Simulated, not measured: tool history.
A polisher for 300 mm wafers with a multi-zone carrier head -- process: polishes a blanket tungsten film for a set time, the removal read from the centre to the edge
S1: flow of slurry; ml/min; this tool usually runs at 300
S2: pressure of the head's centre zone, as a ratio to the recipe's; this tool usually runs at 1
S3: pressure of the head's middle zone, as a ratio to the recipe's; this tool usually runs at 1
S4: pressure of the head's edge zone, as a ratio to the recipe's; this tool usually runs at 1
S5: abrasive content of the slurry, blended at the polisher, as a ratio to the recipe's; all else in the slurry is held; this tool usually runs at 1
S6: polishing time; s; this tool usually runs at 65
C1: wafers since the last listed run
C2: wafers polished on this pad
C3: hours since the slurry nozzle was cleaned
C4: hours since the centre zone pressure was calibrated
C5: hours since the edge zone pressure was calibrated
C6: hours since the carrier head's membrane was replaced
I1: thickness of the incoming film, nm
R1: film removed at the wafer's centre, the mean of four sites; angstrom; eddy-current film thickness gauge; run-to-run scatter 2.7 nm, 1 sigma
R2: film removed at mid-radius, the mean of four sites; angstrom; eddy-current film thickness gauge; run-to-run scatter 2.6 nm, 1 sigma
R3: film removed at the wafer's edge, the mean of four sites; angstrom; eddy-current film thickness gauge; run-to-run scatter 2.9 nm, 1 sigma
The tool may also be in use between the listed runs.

run 1 hour=0 | S1=300 S2=1 S3=1.09 S4=1 S5=1 S6=65 | C1=0 C2=90 C3=502.9 C4=509.7 C5=1102.4 C6=371.7 | I1=1421.2 | R1=2138 R2=2432 R3=2303
run 2 hour=12.9 | S1=300 S2=1 S3=1 S4=1 S5=1.05 S6=65 | C1=148 C2=238 C3=515.8 C4=522.6 C5=1115.3 C6=384.6 | I1=1404.6 | R1=2255 R2=2319 R3=2297
run 3 hour=30.1 | S1=300 S2=1 S3=1 S4=1 S5=1 S6=65 | C1=197 C2=435 C3=533 C4=539.8 C5=1132.5 C6=401.8 | I1=1397.7 | R1=2131 R2=2292 R3=2296
run 4 hour=40.7 | S1=300 S2=1 S3=1 S4=1 S5=1 S6=65 | C1=121 C2=557 C3=543.6 C4=550.4 C5=1143.1 C6=412.4 | I1=1387 | R1=2130 R2=2204 R3=2253
run 5 hour=51.5 | S1=300 S2=1 S3=1 S4=1 S5=1 S6=65 | C1=124 C2=681 C3=554.4 C4=561.2 C5=1153.9 C6=423.2 | I1=1393.6 | R1=2122 R2=2217 R3=2223
-- hour=66.9 centre zone pressure recalibrated
run 6 hour=67.4 | S1=300 S2=1 S3=1 S4=1 S5=1 S6=65 | C1=159 C2=841 C3=570.3 C4=0.5 C5=1169.8 C6=439.1 | I1=1416 | R1=2097 R2=2216 R3=2203
run 7 hour=77.1 | S1=300 S2=1 S3=1 S4=1 S5=1 S6=65 | C1=111 C2=952 C3=580 C4=10.2 C5=1179.5 C6=448.8 | I1=1414.8 | R1=2108 R2=2155 R3=2170
-- hour=94.7 worn pad replaced by a new one
run 8 hour=102.7 | S1=365 S2=1 S3=1 S4=1 S5=1 S6=65 | C1=248 C2=91 C3=605.6 C4=35.8 C5=1205.1 C6=474.4 | I1=1415.8 | R1=2235 R2=2307 R3=2347
run 9 hour=116.1 | S1=380 S2=1.05 S3=0.96 S4=0.91 S5=1 S6=65 | C1=153 C2=245 C3=619 C4=49.2 C5=1218.5 C6=487.8 | I1=1390.6 | R1=2308 R2=2254 R3=2257
run 10 hour=129.5 | S1=300 S2=1 S3=1 S4=1 S5=0.85 S6=65 | C1=153 C2=399 C3=632.4 C4=62.6 C5=1231.9 C6=501.2 | I1=1398.6 | R1=2132 R2=2229 R3=2247
-- hour=140.9 slurry nozzle cleaned
-- hour=170.4 carrier head's membrane replaced by a new one
run 11 hour=173.2 | S1=300 S2=1 S3=1 S4=1 S5=1 S6=65 | C1=432 C2=832 C3=32.3 C4=106.3 C5=1275.6 C6=2.8 | I1=1420.8 | R1=2102 R2=2140 R3=2221
-- hour=179.3 edge zone pressure recalibrated
run 12 hour=189.7 | S1=300 S2=0.93 S3=1 S4=1 S5=1 S6=65 | C1=166 C2=999 C3=48.8 C4=122.8 C5=10.4 C6=19.3 | I1=1401.6 | R1=1959 R2=2171 R3=2153
run 13 hour=203.7 | S1=300 S2=1 S3=1 S4=1 S5=1 S6=65 | C1=160 C2=1159 C3=62.8 C4=136.8 C5=24.4 C6=33.3 | I1=1381.2 | R1=2055 R2=2113 R3=2156
-- hour=209.6 worn pad replaced by a new one
run 14 hour=219 | S1=220 S2=0.94 S3=0.95 S4=1.11 S5=1 S6=65 | C1=129 C2=108 C3=78.1 C4=152.1 C5=39.7 C6=48.6 | I1=1391.2 | R1=2008 R2=2139 R3=2385
run 15 hour=225.6 | S1=300 S2=1 S3=1 S4=1 S5=1 S6=65 | C1=75 C2=183 C3=84.7 C4=158.7 C5=46.3 C6=55.2 | I1=1400.5 | R1=2240 R2=2356 R3=2306
run 16 hour=234.2 | S1=300 S2=1 S3=1 S4=1 S5=1 S6=73 | C1=98 C2=282 C3=93.3 C4=167.3 C5=54.9 C6=63.8 | I1=1411 | R1=2474 R2=2576 R3=2572
run 17 hour=242.5 | S1=300 S2=1.06 S3=1 S4=0.94 S5=1.3 S6=84 | C1=95 C2=377 C3=101.6 C4=175.6 C5=63.2 C6=72.1 | I1=1380.6 | R1=3100 R2=3156 R3=3078
run 18 hour=250 | S1=345 S2=0.96 S3=1.1 S4=1 S5=1 S6=46 | C1=86 C2=464 C3=109.1 C4=183.1 C5=70.7 C6=79.6 | I1=1422.5 | R1=1528 R2=1750 R3=1606
run 19 hour=267.8 | S1=300 S2=1 S3=1 S4=1 S5=1 S6=65 | C1=204 C2=668 C3=126.9 C4=200.9 C5=88.5 C6=97.4 | I1=1411.6 | R1=2199 R2=2242 R3=2236
run 20 hour=277.7 | S1=300 S2=0.95 S3=1 S4=1.1 S5=0.85 S6=54 | C1=113 C2=782 C3=136.8 C4=210.8 C5=98.4 C6=107.3 | I1=1419.3 | R1=1665 R2=1764 R3=1871
run 21 hour=292.3 | S1=240 S2=1.08 S3=1 S4=0.92 S5=1.1 S6=65 | C1=167 C2=949 C3=151.4 C4=225.4 C5=113 C6=121.9 | I1=1399.5 | R1=2296 R2=2181 R3=2106
run 22 hour=302.2 | S1=300 S2=1 S3=1 S4=1.06 S5=1 S6=65 | C1=113 C2=1063 C3=161.3 C4=235.3 C5=122.9 C6=131.8 | I1=1401.7 | R1=2042 R2=2135 R3=2242

For each run, what was the tool's unlogged condition?
slurry flow missing at the pad, %: 0 across all the runs
deviation of the centre zone's pressure from its setpoint, %: 0 across all the runs
deviation of the edge zone's pressure from its setpoint, %: 0 across all the runs
H1: removal rate lost through wear of the pad, %
run=1 H1=1.55
run=2 H1=1.79
run=3 H1=2.45
run=4 H1=3.05
run=5 H1=3.82
run=6 H1=5.22
run=7 H1=6.24
run=8 H1=0.56
run=9 H1=0.819
run=10 H1=1.31
run=11 H1=4.56
run=12 H1=6.44
run=13 H1=8.31
run=14 H1=0.551
run=15 H1=0.661
run=16 H1=0.89
run=17 H1=1.2
run=18 H1=1.56
run=19 H1=2.72
run=20 H1=3.54
run=21 H1=4.98
run=22 H1=6.12
